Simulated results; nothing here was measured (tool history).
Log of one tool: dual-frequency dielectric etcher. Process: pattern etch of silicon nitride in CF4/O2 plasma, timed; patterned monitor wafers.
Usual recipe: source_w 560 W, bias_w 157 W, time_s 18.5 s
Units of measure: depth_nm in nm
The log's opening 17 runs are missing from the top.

run	hour	source_w	bias_w	time_s	wafers since the last listed run	hours since the last wet clean	hours since the last source power generator calibration	hours since the last bias power generator calibration	hours since the last upper electrode change	hours since the gauge calibration	read-back reference wafer on the same gauge, depth_nm	depth_nm
18	222.9	560	157	18.5	72	157.5	58	82.4	146.9	163.3	33.6	40.2
19	237.9	560	131	16.5	172	172.5	73	97.4	161.9	178.3	33.52	33.66
20	248	560	124	22.5	116	182.6	83.1	107.5	172	188.4	33.65	45.16
21	262.6	560	157	18.5	167	197.2	97.7	122.1	186.6	203	33.67	40.46
22	270.7	650	157	18.5	93	205.3	105.8	130.2	194.7	211.1	33.62	47.04
23	283.9	560	177	18.5	151	218.5	119	143.4	207.9	224.3	33.61	42.71
24	291.9	430	169	18.5	92	226.5	127	151.4	215.9	232.3	33.6	31.24
25	307.6	620	157	18.5	180	242.2	142.7	167.1	231.6	248	33.56	44.98
26	319.4	670	157	18.5	135	254	154.5	178.9	243.4	259.8	33.61	49.08
27	328.6	560	157	20.5	105	263.2	163.7	188.1	252.6	269	33.64	44.88
28	343.2	560	157	23	167	277.8	178.3	202.7	267.2	283.6	33.58	50.23
29	358.6	560	131	18.5	177	293.2	193.7	218.1	282.6	299	33.67	37.59
30	374.1	560	157	18.5	178	308.7	209.2	233.6	298.1	314.5	33.56	40.71
# hour 403.5: wet clean of the chamber
31	404	560	157	21.5	67	0.5	239.1	263.5	328	344.4	33.58	45.92

Here are 3 independent what-if runs from the current tool condition. What would each one return?
A	404.4	560	193	18.5	4	0.9	239.5	263.9	328.4	344.8	?	?
B	404.4	560	157	13.5	4	0.9	239.5	263.9	328.4	344.8	?	?
C	404.4	480	120	16.5	4	0.9	239.5	263.9	328.4	344.8	?	?

run	read-back reference wafer on the same gauge, depth_nm	depth_nm
A	33.69	43.07
B	33.69	29.06
C	33.69	27.27
Had the tool no hidden state, the same runs would have come out as:
run	depth_nm
A	42.97
B	28.99
C	27.2
